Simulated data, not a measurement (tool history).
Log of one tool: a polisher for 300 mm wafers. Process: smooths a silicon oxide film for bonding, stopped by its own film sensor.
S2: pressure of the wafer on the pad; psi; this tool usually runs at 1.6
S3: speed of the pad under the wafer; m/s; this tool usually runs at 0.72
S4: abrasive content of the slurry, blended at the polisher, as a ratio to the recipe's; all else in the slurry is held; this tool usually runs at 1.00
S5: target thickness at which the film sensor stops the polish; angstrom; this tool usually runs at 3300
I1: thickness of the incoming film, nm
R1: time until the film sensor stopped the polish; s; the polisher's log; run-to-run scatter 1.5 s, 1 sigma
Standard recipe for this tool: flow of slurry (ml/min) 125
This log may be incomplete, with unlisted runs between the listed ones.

run 1 hour=0.0 | flow_of_slurry_(ml/min)=125 S2=1.6 S3=0.72 S4=0.90 S5=3300 | I1=384.8 | R1=145.6
-- hour=6.9 slurry blender recalibrated
-- hour=7.5 slurry nozzle cleaned
-- hour=32.4 worn pad replaced by a new one
run 2 hour=70.8 | flow_of_slurry_(ml/min)=125 S2=1.6 S3=0.72 S4=0.90 S5=3300 | I1=378.1 | R1=103.6
-- hour=153.2 head pressure recalibrated
run 3 hour=162.9 | flow_of_slurry_(ml/min)=125 S2=1.6 S3=0.72 S4=1.00 S5=3300 | I1=381.2 | R1=113.7
run 4 hour=204.3 | flow_of_slurry_(ml/min)=125 S2=1.6 S3=0.72 S4=1.00 S5=3300 | I1=376.8 | R1=105.7
-- hour=369.6 worn pad replaced by a new one
-- hour=378.8 slurry nozzle cleaned
-- hour=435.8 slurry blender recalibrated
run 5 hour=511.8 | flow_of_slurry_(ml/min)=125 S2=1.6 S3=0.72 S4=1.00 S5=3300 | I1=382.6 | R1=119.6
run 6 hour=586.4 | flow_of_slurry_(ml/min)=125 S2=1.6 S3=0.72 S4=1.00 S5=3300 | I1=386.7 | R1=129.2
run 7 hour=637.9 | flow_of_slurry_(ml/min)=125 S2=1.6 S3=0.72 S4=1.00 S5=3300 | I1=379.2 | R1=116.7
-- hour=695.1 worn pad replaced by a new one
run 8 hour=741.2 | flow_of_slurry_(ml/min)=125 S2=1.6 S3=0.72 S4=1.00 S5=3300 | I1=383.2 | R1=119.0
-- hour=802.0 slurry nozzle cleaned
run 9 hour=817.2 | flow_of_slurry_(ml/min)=110 S2=1.6 S3=0.72 S4=1.00 S5=3300 | I1=374.0 | R1=110.7
-- hour=852.7 slurry blender recalibrated
run 10 hour=904.8 | flow_of_slurry_(ml/min)=110 S2=1.6 S3=0.72 S4=1.00 S5=3300 | I1=377.6 | R1=111.4
run 11 hour=998.2 | flow_of_slurry_(ml/min)=125 S2=1.6 S3=0.72 S4=1.00 S5=3300 | I1=375.8 | R1=106.4
-- hour=1072.4 worn pad replaced by a new one
run 12 hour=1084.7 | flow_of_slurry_(ml/min)=125 S2=2.0 S3=0.72 S4=0.80 S5=3300 | I1=381.5 | R1=99.8
-- hour=1178.3 slurry nozzle cleaned
run 13 hour=1178.8 | flow_of_slurry_(ml/min)=125 S2=1.2 S3=0.80 S4=0.75 S5=3200 | I1=375.6 | R1=154.1
-- hour=1233.4 slurry blender recalibrated
-- hour=1239.5 head pressure recalibrated
run 14 hour=1251.8 | flow_of_slurry_(ml/min)=125 S2=1.6 S3=0.72 S4=0.85 S5=3160 | I1=375.0 | R1=141.9
run 15 hour=1291.5 | flow_of_slurry_(ml/min)=125 S2=1.6 S3=0.72 S4=1.00 S5=3300 | I1=382.4 | R1=116.3
run 16 hour=1359.0 | flow_of_slurry_(ml/min)=125 S2=1.6 S3=0.72 S4=1.00 S5=3300 | I1=384.3 | R1=123.8
-- hour=1419.7 worn pad replaced by a new one
run 17 hour=1465.1 | flow_of_slurry_(ml/min)=125 S2=1.0 S3=0.72 S4=1.00 S5=3300 | I1=376.8 | R1=133.4
-- hour=1500.3 slurry nozzle cleaned
run 18 hour=1568.2 | flow_of_slurry_(ml/min)=125 S2=1.3 S3=0.56 S4=1.00 S5=3300 | I1=374.6 | R1=143.6
run 19 hour=1632.4 | flow_of_slurry_(ml/min)=145 S2=1.8 S3=0.72 S4=1.00 S5=3300 | I1=377.1 | R1=105.6
-- hour=1707.1 slurry blender recalibrated
run 20 hour=1716.3 | flow_of_slurry_(ml/min)=125 S2=1.6 S3=0.58 S4=1.00 S5=3410 | I1=376.3 | R1=95.6
run 21 hour=1786.8 | flow_of_slurry_(ml/min)=125 S2=1.6 S3=0.72 S4=1.00 S5=3300 | I1=378.5 | R1=109.2
-- hour=1840.5 worn pad replaced by a new one
run 22 hour=1857.6 | flow_of_slurry_(ml/min)=165 S2=1.2 S3=0.72 S4=0.75 S5=3240 | I1=381.2 | R1=145.2

Predict each of these 5 candidate next runs independently; none follows another, all start after run 22:
run A hour=1858.1 | flow_of_slurry_(ml/min)=125 S2=1.6 S3=0.72 S4=1.00 S5=3300 | I1=384.9 | R1=?
run B hour=1858.1 | flow_of_slurry_(ml/min)=125 S2=1.8 S3=0.46 S4=1.00 S5=3300 | I1=384.9 | R1=?
run C hour=1858.1 | flow_of_slurry_(ml/min)=125 S2=2.1 S3=0.72 S4=1.10 S5=3300 | I1=384.9 | R1=?
run D hour=1858.1 | flow_of_slurry_(ml/min)=170 S2=2.0 S3=0.72 S4=1.00 S5=3300 | I1=384.9 | R1=?
run E hour=1858.1 | flow_of_slurry_(ml/min)=80 S2=1.2 S3=0.92 S4=1.00 S5=3300 | I1=384.9 | R1=?

run=A R1=117.6
run=B R1=156.0
run=C R1=95.6
run=D R1=95.8
run=E R1=130.5
Without the tool's unlogged condition, the same runs would have read:
run=A R1=112.2
run=B R1=148.8
run=C R1=91.3
run=D R1=91.4
run=E R1=124.5

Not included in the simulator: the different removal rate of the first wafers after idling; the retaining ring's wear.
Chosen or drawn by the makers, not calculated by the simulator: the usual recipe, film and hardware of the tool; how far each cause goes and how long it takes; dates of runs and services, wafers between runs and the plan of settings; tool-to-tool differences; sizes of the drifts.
